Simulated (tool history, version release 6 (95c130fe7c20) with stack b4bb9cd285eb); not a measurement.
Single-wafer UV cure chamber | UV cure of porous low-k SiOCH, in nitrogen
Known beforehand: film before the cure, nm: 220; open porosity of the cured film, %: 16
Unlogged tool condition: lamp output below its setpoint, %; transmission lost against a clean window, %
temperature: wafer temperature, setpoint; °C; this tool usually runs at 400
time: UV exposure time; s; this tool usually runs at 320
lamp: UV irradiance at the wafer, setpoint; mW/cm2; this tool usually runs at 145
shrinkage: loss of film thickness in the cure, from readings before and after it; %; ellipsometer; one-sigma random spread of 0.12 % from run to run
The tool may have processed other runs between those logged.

| run | hour | temperature | time | lamp | wafers since the last listed run | hours since the UV bulbs were replaced | wafers since the quartz window was cleaned | shrinkage |
|---|---|---|---|---|---|---|---|---|
| 1 | 0.0 | 400 | 265 | 118 | 0 | 1345.0 | 2676 | 10.107 |
| 2 | 7.9 | 400 | 320 | 145 | 80 | 1352.9 | 2757 | 11.739 |
| 3 | 23.1 | 400 | 320 | 145 | 154 | 1368.1 | 2912 | 11.824 |
| 4 | 40.9 | 400 | 320 | 145 | 181 | 1385.9 | 3093 | 11.587 |
| 5 | 48.2 | 400 | 320 | 145 | 74 | 1393.2 | 3167 | 11.727 |
| 6 | 58.2 | 400 | 320 | 145 | 101 | 1403.2 | 3269 | 11.630 |
| 7 | 72.5 | 400 | 320 | 145 | 145 | 1417.5 | 3415 | 11.712 |
| 8 | 87.1 | 400 | 320 | 145 | 148 | 1432.1 | 3564 | 11.652 |
| 9 | 100.1 | 400 | 320 | 145 | 132 | 1445.1 | 3696 | 11.654 |
| 10 | 112.6 | 400 | 320 | 145 | 127 | 1457.6 | 3824 | 11.494 |
| 11 | 121.3 | 400 | 320 | 145 | 88 | 1466.3 | 3912 | 11.595 |
|  | 135.8 | quartz window cleaned |
| 12 | 136.3 | 400 | 320 | 167 | 71 | 1481.3 | 5 | 13.019 |
| 13 | 147.6 | 400 | 320 | 167 | 115 | 1492.6 | 120 | 13.051 |
| 14 | 164.7 | 400 | 320 | 145 | 174 | 1509.7 | 294 | 12.327 |
| 15 | 182.5 | 415 | 320 | 162 | 181 | 1527.5 | 475 | 13.122 |
| 16 | 194.3 | 390 | 495 | 118 | 120 | 1539.3 | 596 | 12.960 |
| 17 | 207.6 | 400 | 320 | 145 | 135 | 1552.6 | 731 | 11.973 |
| 18 | 221.0 | 384 | 320 | 109 | 136 | 1566.0 | 868 | 10.297 |
|  | 231.1 | UV bulbs replaced |
| 19 | 232.4 | 405 | 130 | 128 | 34 | 1.3 | 902 | 9.629 |
| 20 | 250.4 | 400 | 320 | 145 | 183 | 19.3 | 1086 | 14.310 |
| 21 | 266.7 | 400 | 320 | 145 | 166 | 35.6 | 1252 | 13.997 |
| 22 | 283.4 | 400 | 320 | 178 | 170 | 52.3 | 1422 | 14.856 |
| 23 | 297.0 | 400 | 320 | 145 | 138 | 65.9 | 1561 | 14.067 |
| 24 | 310.6 | 400 | 165 | 145 | 138 | 79.5 | 1699 | 10.911 |
| 25 | 318.4 | 400 | 225 | 145 | 79 | 87.3 | 1779 | 12.283 |
| 26 | 334.5 | 400 | 480 | 127 | 164 | 103.4 | 1943 | 15.254 |
| 27 | 343.3 | 381 | 505 | 118 | 89 | 112.2 | 2032 | 14.607 |
| 28 | 351.8 | 400 | 420 | 145 | 86 | 120.7 | 2119 | 15.030 |
| 29 | 358.7 | 406 | 480 | 171 | 70 | 127.6 | 2189 | 16.582 |

Alternative continuations, all from the tool just after run 29; predict every row:
| A | 359.2 | 400 | 320 | 145 | 5 | 128.1 | 2194 | ? |
| B | 359.2 | 400 | 215 | 130 | 5 | 128.1 | 2194 | ? |
| C | 359.2 | 415 | 495 | 162 | 5 | 128.1 | 2194 | ? |
| D | 359.2 | 405 | 445 | 145 | 5 | 128.1 | 2194 | ? |
| E | 359.2 | 415 | 475 | 169 | 5 | 128.1 | 2194 | ? |

| run | shrinkage |
|---|---|
| A | 13.920 |
| B | 11.532 |
| C | 16.861 |
| D | 15.614 |
| E | 16.866 |
What these runs would have given with no unlogged condition in the tool:
| run | shrinkage |
|---|---|
| A | 15.211 |
| B | 12.772 |
| C | 18.166 |
| D | 16.918 |
| E | 18.171 |
